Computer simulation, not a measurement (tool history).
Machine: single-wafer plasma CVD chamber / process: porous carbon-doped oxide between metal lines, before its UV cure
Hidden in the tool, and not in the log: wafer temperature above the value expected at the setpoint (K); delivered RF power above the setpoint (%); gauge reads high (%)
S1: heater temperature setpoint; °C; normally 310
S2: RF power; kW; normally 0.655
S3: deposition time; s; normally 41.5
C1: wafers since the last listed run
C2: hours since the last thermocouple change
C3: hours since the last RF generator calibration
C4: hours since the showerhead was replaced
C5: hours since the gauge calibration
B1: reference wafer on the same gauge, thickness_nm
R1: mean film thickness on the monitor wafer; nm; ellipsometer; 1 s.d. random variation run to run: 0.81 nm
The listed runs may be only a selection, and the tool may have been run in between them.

run 1 day=0.000 | S1=310 S2=0.565 S3=41.5 | C1=0 C2=1555.9 C3=1768.9 C4=4032.9 C5=518.5 | B1=204.043 | R1=210.663
run 2 day=1.779 | S1=310 S2=0.655 S3=44.9 | C1=886 C2=1598.6 C3=1811.6 C4=4075.6 C5=561.2 | B1=203.980 | R1=242.955
run 3 day=2.925 | S1=310 S2=0.655 S3=44.9 | C1=570 C2=1626.1 C3=1839.1 C4=4103.1 C5=588.7 | B1=204.026 | R1=242.088
run 4 day=4.333 | S1=310 S2=0.655 S3=44.9 | C1=701 C2=1659.9 C3=1872.9 C4=4136.9 C5=622.5 | B1=203.870 | R1=243.511
run 5 day=6.558 | S1=310 S2=0.655 S3=37.1 | C1=1108 C2=1713.3 C3=1926.3 C4=4190.3 C5=675.9 | B1=203.970 | R1=200.945
run 6 day=9.400 | S1=310 S2=0.655 S3=37.1 | C1=1415 C2=1781.5 C3=1994.5 C4=4258.5 C5=744.1 | B1=203.918 | R1=201.538
run 7 day=11.550 | S1=310 S2=0.655 S3=37.1 | C1=1071 C2=1833.1 C3=2046.1 C4=4310.1 C5=795.7 | B1=203.977 | R1=202.832
run 8 day=12.821 | S1=310 S2=0.655 S3=41.5 | C1=633 C2=1863.6 C3=2076.6 C4=4340.6 C5=826.2 | B1=204.005 | R1=225.744
run 9 day=15.146 | S1=310 S2=0.655 S3=41.5 | C1=1158 C2=1919.4 C3=2132.4 C4=4396.4 C5=882.0 | B1=204.036 | R1=224.381
run 10 day=17.888 | S1=310 S2=0.565 S3=38.8 | C1=1366 C2=1985.2 C3=2198.2 C4=4462.2 C5=947.8 | B1=203.939 | R1=198.718
run 11 day=20.846 | S1=310 S2=0.655 S3=41.5 | C1=1474 C2=2056.2 C3=2269.2 C4=4533.2 C5=1018.8 | B1=203.989 | R1=227.002
run 12 day=22.100 | S1=310 S2=0.655 S3=41.5 | C1=624 C2=2086.3 C3=2299.3 C4=4563.3 C5=1048.9 | B1=203.999 | R1=226.028
run 13 day=24.304 | S1=310 S2=0.655 S3=41.5 | C1=1098 C2=2139.2 C3=2352.2 C4=4616.2 C5=1101.8 | B1=204.062 | R1=225.810
run 14 day=25.767 | S1=310 S2=0.655 S3=41.5 | C1=728 C2=2174.3 C3=2387.3 C4=4651.3 C5=1136.9 | B1=204.004 | R1=226.124
run 15 day=28.088 | S1=310 S2=0.655 S3=41.5 | C1=1156 C2=2230.0 C3=2443.0 C4=4707.0 C5=1192.6 | B1=203.828 | R1=227.877
-- day=30.838 thermocouple changed; heater temperature recalibrated
run 16 day=31.083 | S1=310 S2=0.655 S3=41.5 | C1=1326 C2=5.9 C3=2514.9 C4=4778.9 C5=1264.5 | B1=203.981 | R1=219.934
run 17 day=33.129 | S1=310 S2=0.655 S3=41.5 | C1=1019 C2=55.0 C3=2564.0 C4=4828.0 C5=1313.6 | B1=203.967 | R1=219.317
run 18 day=34.188 | S1=314 S2=0.775 S3=39.1 | C1=527 C2=80.4 C3=2589.4 C4=4853.4 C5=1339.0 | B1=204.071 | R1=219.378
run 19 day=37.088 | S1=310 S2=0.655 S3=41.5 | C1=1444 C2=150.0 C3=2659.0 C4=4923.0 C5=1408.6 | B1=203.956 | R1=219.142
-- day=38.229 gauge calibrated
-- day=39.758 RF generator calibrated
run 20 day=39.779 | S1=310 S2=0.655 S3=41.5 | C1=1175 C2=214.6 C3=0.5 C4=4987.6 C5=37.2 | B1=203.978 | R1=226.151
-- day=40.396 showerhead replaced
run 21 day=41.858 | S1=306 S2=0.775 S3=38.9 | C1=869 C2=264.5 C3=50.4 C4=35.1 C5=87.1 | B1=204.032 | R1=232.215
run 22 day=43.867 | S1=297 S2=0.695 S3=41.5 | C1=1000 C2=312.7 C3=98.6 C4=83.3 C5=135.3 | B1=203.902 | R1=245.834
run 23 day=46.812 | S1=316 S2=0.655 S3=41.5 | C1=1467 C2=383.4 C3=169.3 C4=154.0 C5=206.0 | B1=204.030 | R1=219.096
run 24 day=48.733 | S1=321 S2=0.655 S3=47.5 | C1=957 C2=429.5 C3=215.4 C4=200.1 C5=252.1 | B1=203.992 | R1=243.086
run 25 day=50.175 | S1=310 S2=0.720 S3=41.5 | C1=718 C2=464.1 C3=250.0 C4=234.7 C5=286.7 | B1=204.069 | R1=234.506
run 26 day=52.354 | S1=320 S2=0.655 S3=46.8 | C1=1085 C2=516.4 C3=302.3 C4=287.0 C5=339.0 | B1=204.051 | R1=240.739
run 27 day=53.692 | S1=310 S2=0.745 S3=37.0 | C1=666 C2=548.5 C3=334.4 C4=319.1 C5=371.1 | B1=204.044 | R1=212.173
run 28 day=55.475 | S1=296 S2=0.750 S3=37.6 | C1=888 C2=591.3 C3=377.2 C4=361.9 C5=413.9 | B1=204.064 | R1=232.535
run 29 day=56.562 | S1=306 S2=0.655 S3=45.6 | C1=541 C2=617.4 C3=403.3 C4=388.0 C5=440.0 | B1=203.961 | R1=250.084
run 30 day=58.054 | S1=310 S2=0.755 S3=41.5 | C1=743 C2=653.2 C3=439.1 C4=423.8 C5=475.8 | B1=204.020 | R1=237.464
run 31 day=59.408 | S1=310 S2=0.655 S3=41.5 | C1=674 C2=685.7 C3=471.6 C4=456.3 C5=508.3 | B1=204.017 | R1=222.945
run 32 day=62.046 | S1=321 S2=0.785 S3=45.7 | C1=1314 C2=749.0 C3=534.9 C4=519.6 C5=571.6 | B1=204.080 | R1=252.145
run 33 day=64.708 | S1=301 S2=0.715 S3=41.5 | C1=1326 C2=812.9 C3=598.8 C4=583.5 C5=635.5 | B1=204.035 | R1=244.704
run 34 day=66.192 | S1=298 S2=0.730 S3=49.8 | C1=739 C2=848.5 C3=634.4 C4=619.1 C5=671.1 | B1=204.035 | R1=298.565

Branching from run 34: 3 alternative next runs. What would each branch give?
run A day=66.208 | S1=310 S2=0.655 S3=41.5 | C1=8 C2=848.9 C3=634.8 C4=619.5 C5=671.5 | B1=? | R1=?
run B day=66.208 | S1=300 S2=0.690 S3=47.7 | C1=8 C2=848.9 C3=634.8 C4=619.5 C5=671.5 | B1=? | R1=?
run C day=66.208 | S1=316 S2=0.725 S3=36.0 | C1=8 C2=848.9 C3=634.8 C4=619.5 C5=671.5 | B1=? | R1=?

run=A B1=203.987 R1=223.613
run=B B1=203.987 R1=276.565
run=C B1=203.987 R1=197.640
Without the tool's unlogged condition, the same runs would have read:
run=A R1=225.648
run=B R1=278.981
run=C R1=199.456
